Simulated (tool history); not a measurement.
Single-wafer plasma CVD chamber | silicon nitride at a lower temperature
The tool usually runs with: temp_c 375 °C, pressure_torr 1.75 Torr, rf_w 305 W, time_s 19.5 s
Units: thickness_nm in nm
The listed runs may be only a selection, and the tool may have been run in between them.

| run | hour | temp_c | pressure_torr | rf_w | time_s | read-back reference wafer on the same gauge, thickness_nm | thickness_nm |
|---|---|---|---|---|---|---|---|
| 1 | 0.0 | 375 | 1.75 | 260 | 17.1 | 27.805 | 19.022 |
| 2 | 14.8 | 375 | 1.75 | 260 | 17.1 | 27.776 | 18.872 |
| 3 | 48.7 | 375 | 1.53 | 305 | 19.5 | 27.798 | 23.971 |
| 4 | 69.6 | 375 | 1.53 | 305 | 19.5 | 27.823 | 23.882 |
| 5 | 105.3 | 371 | 1.75 | 305 | 19.5 | 27.786 | 24.595 |
| 6 | 127.1 | 371 | 1.75 | 305 | 19.5 | 27.795 | 24.606 |
| 7 | 160.0 | 375 | 1.75 | 305 | 19.5 | 27.803 | 24.537 |
|  | 168.9 | showerhead replaced |
| 8 | 187.1 | 375 | 1.75 | 305 | 19.5 | 27.777 | 24.223 |
|  | 210.7 | thermocouple changed; heater temperature recalibrated |
| 9 | 211.2 | 375 | 1.75 | 305 | 19.5 | 27.828 | 24.406 |
| 10 | 228.7 | 375 | 1.75 | 305 | 19.5 | 27.798 | 24.265 |
| 11 | 248.2 | 375 | 1.75 | 305 | 22.1 | 27.756 | 27.517 |
| 12 | 275.4 | 360 | 1.75 | 305 | 19.5 | 27.849 | 24.506 |
| 13 | 289.8 | 375 | 1.75 | 305 | 18.1 | 27.833 | 22.360 |
| 14 | 310.4 | 381 | 1.54 | 365 | 20.7 | 27.778 | 28.388 |
| 15 | 325.2 | 361 | 1.44 | 305 | 22.8 | 27.784 | 27.365 |
| 16 | 338.8 | 361 | 2.15 | 305 | 17.1 | 27.800 | 22.256 |
|  | 353.0 | RF generator calibrated |
| 17 | 370.8 | 375 | 1.75 | 305 | 19.5 | 27.799 | 25.420 |
| 18 | 399.6 | 384 | 2.16 | 255 | 16.7 | 27.775 | 19.747 |
|  | 422.2 | capacitance manometer re-zeroed and calibrated |
| 19 | 475.5 | 375 | 1.75 | 305 | 19.5 | 27.789 | 25.486 |
| 20 | 511.0 | 375 | 1.37 | 305 | 19.5 | 27.769 | 24.399 |
| 21 | 533.4 | 389 | 1.49 | 305 | 19.5 | 27.806 | 24.433 |
|  | 550.0 | gauge calibrated |
| 22 | 569.0 | 375 | 2.18 | 260 | 22.0 | 27.783 | 26.696 |
| 23 | 591.7 | 386 | 1.75 | 305 | 16.2 | 27.814 | 21.103 |
| 24 | 649.0 | 375 | 2.18 | 260 | 22.0 | 27.767 | 26.411 |
| 25 | 682.4 | 380 | 1.54 | 350 | 15.8 | 27.781 | 22.017 |
| 26 | 701.9 | 365 | 1.75 | 305 | 15.8 | 27.787 | 20.642 |
| 27 | 725.5 | 380 | 1.54 | 350 | 15.8 | 27.775 | 22.255 |
| 28 | 761.1 | 369 | 1.75 | 305 | 22.3 | 27.778 | 29.233 |

5 options for the next run, each taken on its own from the tool as it stands now. Forecast them:
| A | 761.5 | 375 | 2.00 | 305 | 19.5 | ? | ? |
| B | 761.5 | 375 | 1.48 | 305 | 19.5 | ? | ? |
| C | 761.5 | 363 | 1.59 | 355 | 21.1 | ? | ? |
| D | 761.5 | 375 | 1.32 | 245 | 19.5 | ? | ? |
| E | 761.5 | 364 | 1.35 | 305 | 21.4 | ? | ? |

| run | read-back reference wafer on the same gauge, thickness_nm | thickness_nm |
|---|---|---|
| A | 27.791 | 26.350 |
| B | 27.791 | 24.709 |
| C | 27.791 | 30.610 |
| D | 27.791 | 20.082 |
| E | 27.791 | 26.726 |
What these runs would have given with no unlogged condition in the tool:
| run | thickness_nm |
|---|---|
| A | 26.536 |
| B | 24.884 |
| C | 30.818 |
| D | 20.233 |
| E | 26.915 |

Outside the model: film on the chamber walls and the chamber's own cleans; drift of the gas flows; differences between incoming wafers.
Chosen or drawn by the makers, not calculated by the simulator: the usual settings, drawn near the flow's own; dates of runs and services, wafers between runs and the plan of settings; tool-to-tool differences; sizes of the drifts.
